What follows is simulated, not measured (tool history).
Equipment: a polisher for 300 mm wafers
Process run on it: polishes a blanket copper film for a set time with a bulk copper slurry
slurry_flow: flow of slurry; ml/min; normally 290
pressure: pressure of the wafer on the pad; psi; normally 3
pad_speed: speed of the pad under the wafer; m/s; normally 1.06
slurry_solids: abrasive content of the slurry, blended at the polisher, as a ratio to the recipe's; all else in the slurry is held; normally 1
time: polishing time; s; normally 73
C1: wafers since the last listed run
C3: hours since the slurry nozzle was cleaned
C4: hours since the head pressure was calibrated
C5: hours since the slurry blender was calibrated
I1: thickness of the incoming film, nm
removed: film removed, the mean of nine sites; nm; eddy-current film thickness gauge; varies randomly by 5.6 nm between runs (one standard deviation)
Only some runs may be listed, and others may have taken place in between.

Run 1, hour 0: usual settings but pressure 3.7 psi; C1 0; wafers polished on this pad 50; C3 48.3; C4 284.3; C5 4.3; I1 3618.6. Result: removed 790.2 nm.
Run 2, hour 102.4: usual settings but pressure 3.7 psi; C1 1195; wafers polished on this pad 1246; C3 150.7; C4 386.7; C5 106.7; I1 3670.8. Result: removed 795.7 nm.
Run 3, hour 193.3: usual settings but time 80 s; C1 1061; wafers polished on this pad 2308; C3 241.6; C4 477.6; C5 197.6; I1 3683.5. Result: removed 735.1 nm.
Run 4, hour 268: usual settings; C1 872; wafers polished on this pad 3180; C3 316.3; C4 552.3; C5 272.3; I1 3650.9. Result: removed 648.5 nm.
Run 5, hour 336.8: usual settings; C1 803; wafers polished on this pad 3984; C3 385.1; C4 621.1; C5 341.1; I1 3614.1. Result: removed 659.3 nm.
At hour 360.2: slurry nozzle cleaned.
Run 6, hour 379: usual settings; C1 481; wafers polished on this pad 4465; C3 18.8; C4 663.3; C5 383.3; I1 3618.9. Result: removed 663 nm.
Run 7, hour 427.4: usual settings; C1 565; wafers polished on this pad 5030; C3 67.2; C4 711.7; C5 431.7; I1 3620.9. Result: removed 671.5 nm.
At hour 470: slurry blender recalibrated.
At hour 497.1: worn pad replaced by a new one.
Run 8, hour 502.2: usual settings; C1 803; wafers polished on this pad 59; C3 142; C4 786.5; C5 32.2; I1 3644.6. Result: removed 666.9 nm.
Run 9, hour 558.3: usual settings; C1 655; wafers polished on this pad 714; C3 198.1; C4 842.6; C5 88.3; I1 3646.4. Result: removed 675.4 nm.
Run 10, hour 663.7: usual settings but time 59 s; C1 1231; wafers polished on this pad 1946; C3 303.5; C4 948; C5 193.7; I1 3693.1. Result: removed 522.2 nm.
Run 11, hour 717.3: usual settings but pad_speed 1.24 m/s, time 58 s; C1 626; wafers polished on this pad 2572; C3 357.1; C4 1001.6; C5 247.3; I1 3642.2. Result: removed 605.2 nm.
At hour 788.1: slurry nozzle cleaned.
Run 12, hour 795.2: usual settings; C1 898; wafers polished on this pad 3470; C3 7.1; C4 1079.5; C5 325.2; I1 3624.5. Result: removed 677.7 nm.
Run 13, hour 880.9: usual settings; C1 1000; wafers polished on this pad 4471; C3 92.8; C4 1165.2; C5 410.9; I1 3622. Result: removed 671.1 nm.
At hour 902.6: slurry blender recalibrated.
Run 14, hour 985.5: usual settings; C1 1198; wafers polished on this pad 5669; C3 197.4; C4 1269.8; C5 82.9; I1 3614.2. Result: removed 655.5 nm.
At hour 1019.8: worn pad replaced by a new one.
Run 15, hour 1070: usual settings; C1 940; wafers polished on this pad 585; C3 281.9; C4 1354.3; C5 167.4; I1 3663.1. Result: removed 654.9 nm.
Run 16, hour 1139.7: usual settings but pad_speed 0.9 m/s, slurry_solids 1.2, time 54 s; C1 814; wafers polished on this pad 1399; C3 351.6; C4 1424; C5 237.1; I1 3676.8. Result: removed 438.6 nm.
Run 17, hour 1192.3: usual settings but pad_speed 0.92 m/s; C1 614; wafers polished on this pad 2014; C3 404.2; C4 1476.6; C5 289.7; I1 3613.8. Result: removed 568.8 nm.
At hour 1203.6: head pressure recalibrated.
At hour 1280.4: slurry nozzle cleaned.
Run 18, hour 1298.4: usual settings but pressure 3.3 psi, slurry_solids 1.15; C1 1204; wafers polished on this pad 3218; C3 18; C4 94.8; C5 395.8; I1 3653.5. Result: removed 751.5 nm.
At hour 1335.5: slurry blender recalibrated.
Run 19, hour 1394.9: usual settings; C1 1103; wafers polished on this pad 4322; C3 114.5; C4 191.3; C5 59.4; I1 3629.9. Result: removed 670.3 nm.
At hour 1489.5: worn pad replaced by a new one.
Run 20, hour 1544.8: usual settings but time 54 s; C1 1704; wafers polished on this pad 645; C3 264.4; C4 341.2; C5 209.3; I1 3678.8. Result: removed 492.2 nm.
Run 21, hour 1611: usual settings but pressure 3.7 psi, time 62 s; C1 773; wafers polished on this pad 1419; C3 330.6; C4 407.4; C5 275.5; I1 3645.9. Result: removed 663.7 nm.
Run 22, hour 1707.8: usual settings but time 97 s; C1 1130; wafers polished on this pad 2549; C3 427.4; C4 504.2; C5 372.3; I1 3654.2. Result: removed 864.3 nm.
At hour 1757.5: slurry nozzle cleaned.
Run 23, hour 1788.8: usual settings but pad_speed 1.16 m/s, slurry_solids 0.75; C1 934; wafers polished on this pad 3484; C3 31.3; C4 585.2; C5 453.3; I1 3645.3. Result: removed 651.4 nm.
At hour 1809.4: slurry blender recalibrated.
At hour 1892.3: worn pad replaced by a new one.
Run 24, hour 1894.1: usual settings but slurry_flow 225 ml/min; C1 1159; wafers polished on this pad 20; C3 136.6; C4 690.5; C5 84.7; I1 3703.5. Result: removed 649.4 nm.
Run 25, hour 1978.3: usual settings; C1 983; wafers polished on this pad 1004; C3 220.8; C4 774.7; C5 168.9; I1 3656. Result: removed 662.7 nm.
Run 26, hour 2035.7: usual settings but slurry_flow 380 ml/min, pressure 3.6 psi; C1 670; wafers polished on this pad 1674; C3 278.2; C4 832.1; C5 226.3; I1 3669.4. Result: removed 793.5 nm.
Run 27, hour 2109.6: usual settings but slurry_flow 250 ml/min, pressure 3.3 psi, pad_speed 1.4 m/s, slurry_solids 0.85; C1 863; wafers polished on this pad 2537; C3 352.1; C4 906; C5 300.2; I1 3656.2. Result: removed 865.9 nm.
At hour 2161.8: slurry nozzle cleaned.
Run 28, hour 2172.2: usual settings; C1 719; wafers polished on this pad 3257; C3 10.4; C4 968.6; C5 362.8; I1 3634.5. Result: removed 664.7 nm.
Run 29, hour 2277.1: usual settings but pressure 2.3 psi; C1 1225; wafers polished on this pad 4482; C3 115.3; C4 1073.5; C5 467.7; I1 3665.5. Result: removed 544.4 nm.

Each row is a separate what-if for the run after 29, all from the same tool condition, not one after another. Results?
Run A, hour 2277.5: usual settings; C1 4; wafers polished on this pad 4487; C3 115.7; C4 1073.9; C5 468.1; I1 3601. Result: removed ?.
Run B, hour 2277.5: usual settings but pressure 3.8 psi, slurry_solids 0.9, time 61 s; C1 4; wafers polished on this pad 4487; C3 115.7; C4 1073.9; C5 468.1; I1 3601. Result: removed ?.
Run C, hour 2277.5: usual settings but slurry_flow 200 ml/min, time 49 s; C1 4; wafers polished on this pad 4487; C3 115.7; C4 1073.9; C5 468.1; I1 3601. Result: removed ?.
Run D, hour 2277.5: usual settings but pad_speed 1.36 m/s; C1 4; wafers polished on this pad 4487; C3 115.7; C4 1073.9; C5 468.1; I1 3601. Result: removed ?.
Run E, hour 2277.5: usual settings but pressure 2.3 psi, time 86 s; C1 4; wafers polished on this pad 4487; C3 115.7; C4 1073.9; C5 468.1; I1 3601. Result: removed ?.

run  removed
  A    657.4
  B    640.3
  C    431.2
  D    843.4
  E    630.4
With the hidden condition removed and each run's random variation left untouched, the same runs would have given:
run  removed
  A    662.5
  B    645.3
  C    435.4
  D      850
  E    635.3

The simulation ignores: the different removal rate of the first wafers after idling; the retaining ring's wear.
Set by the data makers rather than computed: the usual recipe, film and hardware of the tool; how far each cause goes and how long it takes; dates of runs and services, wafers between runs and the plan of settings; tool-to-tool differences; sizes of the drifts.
